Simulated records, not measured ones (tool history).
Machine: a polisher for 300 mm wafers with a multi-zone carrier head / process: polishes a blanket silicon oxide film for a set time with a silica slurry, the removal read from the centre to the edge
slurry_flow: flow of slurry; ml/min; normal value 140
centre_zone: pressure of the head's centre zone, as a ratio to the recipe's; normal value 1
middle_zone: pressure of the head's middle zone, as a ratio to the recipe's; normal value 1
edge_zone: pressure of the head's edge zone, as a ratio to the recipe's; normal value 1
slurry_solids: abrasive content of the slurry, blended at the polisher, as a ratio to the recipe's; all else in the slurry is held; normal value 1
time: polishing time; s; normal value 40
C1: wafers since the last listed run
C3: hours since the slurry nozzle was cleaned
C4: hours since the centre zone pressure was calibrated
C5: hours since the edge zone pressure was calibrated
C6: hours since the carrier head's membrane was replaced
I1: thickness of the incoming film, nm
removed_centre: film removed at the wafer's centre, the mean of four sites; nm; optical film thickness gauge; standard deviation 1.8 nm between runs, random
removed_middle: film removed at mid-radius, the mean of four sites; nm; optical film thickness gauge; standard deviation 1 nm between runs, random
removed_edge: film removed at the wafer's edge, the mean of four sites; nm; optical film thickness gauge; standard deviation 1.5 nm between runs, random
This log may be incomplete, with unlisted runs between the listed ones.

{"run": 1, "day": 0.0, "slurry_flow": 140, "centre_zone": 1, "middle_zone": 1, "edge_zone": 1, "slurry_solids": 1, "time": 40, "C1": 0, "wafers polished on this pad": 3332, "C3": 602.7, "C4": 551.3, "C5": 824, "C6": 680, "I1": 1034.2, "removed_centre": 128.5, "removed_middle": 132, "removed_edge": 135.3}
{"day": 0.188, "done": "carrier head's membrane replaced by a new one"}
{"day": 1.75, "done": "worn pad replaced by a new one"}
{"run": 2, "day": 4.108, "slurry_flow": 140, "centre_zone": 1, "middle_zone": 1, "edge_zone": 1, "slurry_solids": 1, "time": 40, "C1": 1173, "wafers polished on this pad": 736, "C3": 701.3, "C4": 649.9, "C5": 922.6, "C6": 94.1, "I1": 1064.1, "removed_centre": 143.6, "removed_middle": 143.9, "removed_edge": 145.2}
{"run": 3, "day": 6.712, "slurry_flow": 170, "centre_zone": 1, "middle_zone": 1, "edge_zone": 1, "slurry_solids": 1, "time": 40, "C1": 813, "wafers polished on this pad": 1550, "C3": 763.8, "C4": 712.4, "C5": 985.1, "C6": 156.6, "I1": 1071.6, "removed_centre": 142.7, "removed_middle": 142.1, "removed_edge": 142.1}
{"day": 8.212, "done": "slurry nozzle cleaned"}
{"run": 4, "day": 9.183, "slurry_flow": 170, "centre_zone": 1, "middle_zone": 1, "edge_zone": 1, "slurry_solids": 1, "time": 40, "C1": 758, "wafers polished on this pad": 2308, "C3": 23.3, "C4": 771.7, "C5": 1044.4, "C6": 215.9, "I1": 1067.5, "removed_centre": 140.8, "removed_middle": 139.9, "removed_edge": 142.1}
{"day": 11.792, "done": "worn pad replaced by a new one"}
{"run": 5, "day": 12.638, "slurry_flow": 170, "centre_zone": 1, "middle_zone": 1, "edge_zone": 1, "slurry_solids": 1, "time": 40, "C1": 1026, "wafers polished on this pad": 264, "C3": 106.2, "C4": 854.6, "C5": 1127.3, "C6": 298.8, "I1": 1048.1, "removed_centre": 157.5, "removed_middle": 151.9, "removed_edge": 155.5}
{"run": 6, "day": 15.596, "slurry_flow": 140, "centre_zone": 1, "middle_zone": 0.91, "edge_zone": 1, "slurry_solids": 1, "time": 40, "C1": 924, "wafers polished on this pad": 1188, "C3": 177.2, "C4": 925.6, "C5": 1198.3, "C6": 369.8, "I1": 1027.9, "removed_centre": 140.9, "removed_middle": 129.3, "removed_edge": 138.1}
{"day": 18.579, "done": "edge zone pressure recalibrated"}
{"day": 18.638, "done": "centre zone pressure recalibrated"}
{"run": 7, "day": 19.8, "slurry_flow": 140, "centre_zone": 1, "middle_zone": 1, "edge_zone": 1, "slurry_solids": 1, "time": 40, "C1": 1269, "wafers polished on this pad": 2457, "C3": 278.1, "C4": 27.9, "C5": 29.3, "C6": 470.7, "I1": 1047.8, "removed_centre": 132.6, "removed_middle": 132.2, "removed_edge": 135}
{"day": 22.458, "done": "worn pad replaced by a new one"}
{"run": 8, "day": 22.479, "slurry_flow": 140, "centre_zone": 1, "middle_zone": 1, "edge_zone": 1, "slurry_solids": 1, "time": 40, "C1": 784, "wafers polished on this pad": 5, "C3": 342.4, "C4": 92.2, "C5": 93.6, "C6": 535, "I1": 1064, "removed_centre": 153.5, "removed_middle": 152.3, "removed_edge": 154.4}
{"run": 9, "day": 26.462, "slurry_flow": 140, "centre_zone": 1, "middle_zone": 1, "edge_zone": 1.04, "slurry_solids": 1, "time": 31, "C1": 1244, "wafers polished on this pad": 1250, "C3": 438, "C4": 187.8, "C5": 189.2, "C6": 630.6, "I1": 1050.4, "removed_centre": 107.9, "removed_middle": 107.4, "removed_edge": 111.3}
{"day": 29.238, "done": "carrier head's membrane replaced by a new one"}
{"run": 10, "day": 29.525, "slurry_flow": 140, "centre_zone": 1, "middle_zone": 0.97, "edge_zone": 1, "slurry_solids": 1, "time": 30, "C1": 891, "wafers polished on this pad": 2141, "C3": 511.5, "C4": 261.3, "C5": 262.7, "C6": 6.9, "I1": 1064.9, "removed_centre": 100.2, "removed_middle": 98.6, "removed_edge": 104}
{"run": 11, "day": 33.162, "slurry_flow": 175, "centre_zone": 1.09, "middle_zone": 1, "edge_zone": 1, "slurry_solids": 1.2, "time": 40, "C1": 1136, "wafers polished on this pad": 3277, "C3": 598.8, "C4": 348.6, "C5": 350, "C6": 94.2, "I1": 1051.8, "removed_centre": 158.6, "removed_middle": 149.9, "removed_edge": 152.7}
{"day": 33.408, "done": "worn pad replaced by a new one"}
{"run": 12, "day": 35.1, "slurry_flow": 140, "centre_zone": 1, "middle_zone": 1, "edge_zone": 1, "slurry_solids": 0.75, "time": 40, "C1": 553, "wafers polished on this pad": 528, "C3": 645.3, "C4": 395.1, "C5": 396.5, "C6": 140.7, "I1": 1050, "removed_centre": 124.3, "removed_middle": 125.6, "removed_edge": 126.2}
{"day": 38.167, "done": "slurry nozzle cleaned"}
{"run": 13, "day": 39.454, "slurry_flow": 140, "centre_zone": 1, "middle_zone": 1, "edge_zone": 1, "slurry_solids": 1, "time": 40, "C1": 1346, "wafers polished on this pad": 1875, "C3": 30.9, "C4": 499.6, "C5": 501, "C6": 245.2, "I1": 1057, "removed_centre": 137.9, "removed_middle": 136.7, "removed_edge": 137.3}
{"run": 14, "day": 40.967, "slurry_flow": 165, "centre_zone": 1, "middle_zone": 1, "edge_zone": 1, "slurry_solids": 1, "time": 36, "C1": 472, "wafers polished on this pad": 2348, "C3": 67.2, "C4": 535.9, "C5": 537.3, "C6": 281.5, "I1": 1060, "removed_centre": 125.5, "removed_middle": 125.6, "removed_edge": 127.9}
{"run": 15, "day": 44.108, "slurry_flow": 140, "centre_zone": 1, "middle_zone": 1, "edge_zone": 1, "slurry_solids": 1.25, "time": 40, "C1": 981, "wafers polished on this pad": 3329, "C3": 142.6, "C4": 611.3, "C5": 612.7, "C6": 356.9, "I1": 1048.8, "removed_centre": 151.9, "removed_middle": 148.4, "removed_edge": 148.8}
{"day": 45.279, "done": "worn pad replaced by a new one"}
{"run": 16, "day": 46.454, "slurry_flow": 140, "centre_zone": 1, "middle_zone": 1, "edge_zone": 1, "slurry_solids": 1, "time": 40, "C1": 680, "wafers polished on this pad": 367, "C3": 198.9, "C4": 667.6, "C5": 669, "C6": 413.2, "I1": 1044.5, "removed_centre": 146.9, "removed_middle": 144.7, "removed_edge": 146.9}
{"run": 17, "day": 49.833, "slurry_flow": 140, "centre_zone": 1, "middle_zone": 1, "edge_zone": 1.12, "slurry_solids": 1, "time": 40, "C1": 1055, "wafers polished on this pad": 1422, "C3": 280, "C4": 748.7, "C5": 750.1, "C6": 494.3, "I1": 1049, "removed_centre": 140.2, "removed_middle": 136, "removed_edge": 146.2}
{"run": 18, "day": 51.479, "slurry_flow": 140, "centre_zone": 1, "middle_zone": 0.96, "edge_zone": 1.06, "slurry_solids": 1, "time": 40, "C1": 514, "wafers polished on this pad": 1936, "C3": 319.5, "C4": 788.2, "C5": 789.6, "C6": 533.8, "I1": 1029.1, "removed_centre": 137, "removed_middle": 128.7, "removed_edge": 139}
{"day": 55.479, "done": "carrier head's membrane replaced by a new one"}
{"run": 19, "day": 55.512, "slurry_flow": 140, "centre_zone": 1, "middle_zone": 1, "edge_zone": 1.1, "slurry_solids": 1, "time": 40, "C1": 1194, "wafers polished on this pad": 3131, "C3": 416.3, "C4": 885, "C5": 886.4, "C6": 0.8, "I1": 1037.8, "removed_centre": 140.4, "removed_middle": 131.6, "removed_edge": 141.6}
{"day": 57.271, "done": "worn pad replaced by a new one"}
{"day": 58.346, "done": "centre zone pressure recalibrated"}
{"run": 20, "day": 58.367, "slurry_flow": 140, "centre_zone": 1.07, "middle_zone": 1, "edge_zone": 0.9, "slurry_solids": 1.15, "time": 40, "C1": 813, "wafers polished on this pad": 316, "C3": 484.8, "C4": 0.5, "C5": 954.9, "C6": 69.3, "I1": 1038, "removed_centre": 162.4, "removed_middle": 157.5, "removed_edge": 152.4}

For some of the steps in removed_centre from one run to the next: how much would appear even if the tool had no hidden state, given the settings, what came in and random variation, and how much remains for the hidden state plus any gauge scatter that the measured result and the result without hidden state don't share?
What the log doesn't record here: removal rate lost through wear of the pad, %; slurry flow missing at the pad, %; deviation of the centre zone's pressure from its setpoint, %; deviation of the edge zone's pressure from its setpoint, %.
Run 7 -> 8: worn pad replaced by a new one. removed_centre +20.9 nm: hidden state +19.3, all else +1.6.
Run 8 -> 9: edge_zone 1 -> 1.04, time 40 -> 31. removed_centre -45.6 nm: hidden state -10.1, all else -35.5.
Run 10 -> 11: slurry_flow 140 -> 175, centre_zone 1 -> 1.09, middle_zone 0.97 -> 1, slurry_solids 1 -> 1.2, time 30 -> 40. removed_centre +58.4 nm: hidden state -9.1, all else +67.5.
Run 11 -> 12: slurry_flow 175 -> 140, centre_zone 1.09 -> 1, slurry_solids 1.2 -> 0.75, worn pad replaced by a new one. removed_centre -34.3 nm: hidden state +16.8, all else -51.1.
